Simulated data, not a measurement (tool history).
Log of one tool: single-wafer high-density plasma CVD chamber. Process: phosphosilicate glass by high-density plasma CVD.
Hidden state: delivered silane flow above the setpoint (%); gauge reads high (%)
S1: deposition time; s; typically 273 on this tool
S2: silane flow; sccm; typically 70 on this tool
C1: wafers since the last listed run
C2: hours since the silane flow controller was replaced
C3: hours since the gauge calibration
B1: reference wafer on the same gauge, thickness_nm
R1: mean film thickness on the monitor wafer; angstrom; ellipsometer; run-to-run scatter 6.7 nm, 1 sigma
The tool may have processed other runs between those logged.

{"run": 1, "hour": 0.0, "S1": 273, "S2": 70, "C1": 0, "C2": 381.8, "C3": 280.7, "B1": 1829.165, "R1": 19327.54}
{"run": 2, "hour": 137.7, "S1": 273, "S2": 70, "C1": 729, "C2": 519.5, "C3": 418.4, "B1": 1829.08, "R1": 19278.41}
{"run": 3, "hour": 169.1, "S1": 273, "S2": 70, "C1": 166, "C2": 550.9, "C3": 449.8, "B1": 1830.075, "R1": 19295.05}
{"run": 4, "hour": 209.5, "S1": 273, "S2": 70, "C1": 214, "C2": 591.3, "C3": 490.2, "B1": 1829.644, "R1": 19394.93}
{"run": 5, "hour": 243.7, "S1": 273, "S2": 70, "C1": 181, "C2": 625.5, "C3": 524.4, "B1": 1830.318, "R1": 19304.67}
{"run": 6, "hour": 311.7, "S1": 273, "S2": 70, "C1": 360, "C2": 693.5, "C3": 592.4, "B1": 1830.746, "R1": 19354.47}
{"run": 7, "hour": 371.1, "S1": 285, "S2": 70, "C1": 314, "C2": 752.9, "C3": 651.8, "B1": 1829.295, "R1": 20229.45}
{"run": 8, "hour": 439.3, "S1": 285, "S2": 70, "C1": 361, "C2": 821.1, "C3": 720.0, "B1": 1828.979, "R1": 20061.9}
{"run": 9, "hour": 482.8, "S1": 285, "S2": 70, "C1": 230, "C2": 864.6, "C3": 763.5, "B1": 1830.151, "R1": 20258.7}
{"run": 10, "hour": 528.2, "S1": 273, "S2": 73, "C1": 240, "C2": 910.0, "C3": 808.9, "B1": 1829.651, "R1": 19906.91}
{"run": 11, "hour": 581.3, "S1": 273, "S2": 73, "C1": 281, "C2": 963.1, "C3": 862.0, "B1": 1830.315, "R1": 19957.54}
{"run": 12, "hour": 615.4, "S1": 273, "S2": 79, "C1": 180, "C2": 997.2, "C3": 896.1, "B1": 1828.993, "R1": 21302.28}
{"run": 13, "hour": 680.4, "S1": 273, "S2": 79, "C1": 344, "C2": 1062.2, "C3": 961.1, "B1": 1829.689, "R1": 21325.75}
{"run": 14, "hour": 717.4, "S1": 273, "S2": 80, "C1": 196, "C2": 1099.2, "C3": 998.1, "B1": 1830.002, "R1": 21616.68}
{"run": 15, "hour": 757.6, "S1": 273, "S2": 61, "C1": 213, "C2": 1139.4, "C3": 1038.3, "B1": 1830.376, "R1": 17149.18}
{"run": 16, "hour": 819.6, "S1": 231, "S2": 75, "C1": 328, "C2": 1201.4, "C3": 1100.3, "B1": 1830.253, "R1": 17159.17}
{"hour": 842.8, "done": "gauge calibrated"}
{"run": 17, "hour": 878.7, "S1": 246, "S2": 70, "C1": 313, "C2": 1260.5, "C3": 35.9, "B1": 1830.299, "R1": 17365.72}
{"run": 18, "hour": 914.6, "S1": 273, "S2": 60, "C1": 190, "C2": 1296.4, "C3": 71.8, "B1": 1829.65, "R1": 16989.47}
{"run": 19, "hour": 985.6, "S1": 327, "S2": 70, "C1": 376, "C2": 1367.4, "C3": 142.8, "B1": 1830.178, "R1": 22823.14}
{"run": 20, "hour": 1030.1, "S1": 306, "S2": 70, "C1": 235, "C2": 1411.9, "C3": 187.3, "B1": 1829.407, "R1": 21361.15}
{"hour": 1219.9, "done": "silane flow controller replaced"}
{"run": 21, "hour": 1220.5, "S1": 324, "S2": 62, "C1": 966, "C2": 0.6, "C3": 377.7, "B1": 1830.157, "R1": 20975.95}
{"run": 22, "hour": 1287.6, "S1": 273, "S2": 70, "C1": 355, "C2": 67.7, "C3": 444.8, "B1": 1829.585, "R1": 19623.24}
{"run": 23, "hour": 1342.7, "S1": 225, "S2": 70, "C1": 292, "C2": 122.8, "C3": 499.9, "B1": 1830.859, "R1": 16210.72}
{"run": 24, "hour": 1378.0, "S1": 293, "S2": 62, "C1": 187, "C2": 158.1, "C3": 535.2, "B1": 1831.676, "R1": 18866.41}
{"run": 25, "hour": 1414.4, "S1": 273, "S2": 76, "C1": 192, "C2": 194.5, "C3": 571.6, "B1": 1829.719, "R1": 20869.01}
{"run": 26, "hour": 1446.7, "S1": 273, "S2": 70, "C1": 171, "C2": 226.8, "C3": 603.9, "B1": 1829.755, "R1": 19511.15}
{"run": 27, "hour": 1482.2, "S1": 295, "S2": 77, "C1": 188, "C2": 262.3, "C3": 639.4, "B1": 1829.007, "R1": 22850.59}
{"run": 28, "hour": 1512.9, "S1": 226, "S2": 70, "C1": 162, "C2": 293.0, "C3": 670.1, "B1": 1829.706, "R1": 16195.89}
{"run": 29, "hour": 1584.0, "S1": 273, "S2": 70, "C1": 376, "C2": 364.1, "C3": 741.2, "B1": 1829.96, "R1": 19478.18}

What if the next run were any one of these 4? Each begins from the tool's condition after run 29:
{"run": "A", "hour": 1584.5, "S1": 273, "S2": 58, "C1": 2, "C2": 364.6, "C3": 741.7, "B1": "?", "R1": "?"}
{"run": "B", "hour": 1584.5, "S1": 312, "S2": 70, "C1": 2, "C2": 364.6, "C3": 741.7, "B1": "?", "R1": "?"}
{"run": "C", "hour": 1584.5, "S1": 239, "S2": 58, "C1": 2, "C2": 364.6, "C3": 741.7, "B1": "?", "R1": "?"}
{"run": "D", "hour": 1584.5, "S1": 311, "S2": 59, "C1": 2, "C2": 364.6, "C3": 741.7, "B1": "?", "R1": "?"}

run=A B1=1830.224 R1=16573.56
run=B B1=1830.224 R1=22127.27
run=C B1=1830.224 R1=14509.45
run=D B1=1830.224 R1=19145.16
Without the tool's unlogged condition, the same runs would have read:
run=A R1=16640.58
run=B R1=22216.75
run=C R1=14568.13
run=D R1=19222.58

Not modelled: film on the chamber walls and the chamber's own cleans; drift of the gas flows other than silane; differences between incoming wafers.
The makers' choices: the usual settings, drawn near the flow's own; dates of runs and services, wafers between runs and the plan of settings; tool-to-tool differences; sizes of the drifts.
